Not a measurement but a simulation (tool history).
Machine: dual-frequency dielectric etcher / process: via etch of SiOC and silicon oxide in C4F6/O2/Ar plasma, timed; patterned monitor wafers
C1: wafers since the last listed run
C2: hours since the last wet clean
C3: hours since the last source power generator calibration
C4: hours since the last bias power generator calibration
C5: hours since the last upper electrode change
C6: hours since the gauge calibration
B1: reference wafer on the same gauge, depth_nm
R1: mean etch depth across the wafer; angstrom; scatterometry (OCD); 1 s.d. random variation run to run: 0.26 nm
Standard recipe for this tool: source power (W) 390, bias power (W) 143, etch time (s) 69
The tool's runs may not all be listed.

Run 1, hour 0: usual settings; C1 0; C2 413.4; C3 2866.8; C4 4677.8; C5 3752.6; C6 40.1; B1 77.2. Result: R1 675 angstrom.
Run 2, hour 14.5: usual settings; C1 101; C2 427.9; C3 2881.3; C4 4692.3; C5 3767.1; C6 54.6; B1 77.1. Result: R1 678 angstrom.
Run 3, hour 23: usual settings; C1 59; C2 436.4; C3 2889.8; C4 4700.8; C5 3775.6; C6 63.1; B1 77.1. Result: R1 677 angstrom.
Run 4, hour 35.4: usual settings but source power (W) 320; C1 87; C2 448.8; C3 2902.2; C4 4713.2; C5 3788; C6 75.5; B1 77.3. Result: R1 624 angstrom.
Run 5, hour 47.4: usual settings but source power (W) 320; C1 84; C2 460.8; C3 2914.2; C4 4725.2; C5 3800; C6 87.5; B1 77.1. Result: R1 626 angstrom.
Run 6, hour 54.1: usual settings; C1 47; C2 467.5; C3 2920.9; C4 4731.9; C5 3806.7; C6 94.2; B1 77. Result: R1 679 angstrom.
Run 7, hour 65.8: usual settings but bias power (W) 161; C1 82; C2 479.2; C3 2932.6; C4 4743.6; C5 3818.4; C6 105.9; B1 77.1. Result: R1 696 angstrom.
Run 8, hour 73.2: usual settings but bias power (W) 161; C1 51; C2 486.6; C3 2940; C4 4751; C5 3825.8; C6 113.3; B1 77.2. Result: R1 694 angstrom.
At hour 80.4: bias power generator calibrated.
At hour 103.8: wet clean of the chamber.
At hour 107.6: source power generator calibrated.
Run 9, hour 108.1: usual settings but bias power (W) 161; C1 25; C2 4.3; C3 0.5; C4 27.7; C5 3860.7; C6 148.2; B1 77.1. Result: R1 675 angstrom.
Run 10, hour 108.5: usual settings but source power (W) 340, bias power (W) 109, etch time (s) 56; C1 2; C2 4.7; C3 0.9; C4 28.1; C5 3861.1; C6 148.6; B1 77.1. Result: R1 473 angstrom.
At hour 136.9: wet clean of the chamber, repeated, since the last time left the tool worse.
Run 11, hour 137.4: usual settings but source power (W) 440, bias power (W) 169, etch time (s) 85; C1 34; C2 0.5; C3 29.8; C4 57; C5 3890; C6 177.5; B1 77.1. Result: R1 945 angstrom.
Run 12, hour 137.7: usual settings but source power (W) 470, bias power (W) 123; C1 2; C2 0.8; C3 30.1; C4 57.3; C5 3890.3; C6 177.8; B1 77.1. Result: R1 724 angstrom.
At hour 153.9: gauge calibrated.
At hour 165.5: upper electrode replaced.
Run 13, hour 180.9: usual settings but source power (W) 460, bias power (W) 127, etch time (s) 79.5; C1 134; C2 44; C3 73.3; C4 100.5; C5 15.4; C6 27; B1 77.2. Result: R1 834 angstrom.
Run 14, hour 193.9: usual settings but bias power (W) 111, etch time (s) 63; C1 91; C2 57; C3 86.3; C4 113.5; C5 28.4; C6 40; B1 77.1. Result: R1 596 angstrom.
Run 15, hour 203.6: usual settings; C1 68; C2 66.7; C3 96; C4 123.2; C5 38.1; C6 49.7; B1 77.1. Result: R1 693 angstrom.
Run 16, hour 218.2: usual settings but source power (W) 470, etch time (s) 79.5; C1 102; C2 81.3; C3 110.6; C4 137.8; C5 52.7; C6 64.3; B1 77.3. Result: R1 861 angstrom.
Run 17, hour 230.7: usual settings but source power (W) 300, etch time (s) 59; C1 87; C2 93.8; C3 123.1; C4 150.3; C5 65.2; C6 76.8; B1 77.1. Result: R1 535 angstrom.
Run 18, hour 245.3: usual settings; C1 102; C2 108.4; C3 137.7; C4 164.9; C5 79.8; C6 91.4; B1 77.1. Result: R1 695 angstrom.

Alternative continuations, all from the tool just after run 18; predict every row:
Run A, hour 245.7: usual settings; C1 2; C2 108.8; C3 138.1; C4 165.3; C5 80.2; C6 91.8; B1 ?. Result: R1 ?.
Run B, hour 245.7: usual settings but source power (W) 480, bias power (W) 126, etch time (s) 82.5; C1 2; C2 108.8; C3 138.1; C4 165.3; C5 80.2; C6 91.8; B1 ?. Result: R1 ?.
Run C, hour 245.7: usual settings but source power (W) 470, bias power (W) 125, etch time (s) 76.5; C1 2; C2 108.8; C3 138.1; C4 165.3; C5 80.2; C6 91.8; B1 ?. Result: R1 ?.

run    B1   R1
  A  77.1  694
  B  77.1  869
  C  77.1  798
Had the tool no hidden state, the same runs would have come out as:
run   R1
  A  701
  B  879
  C  807
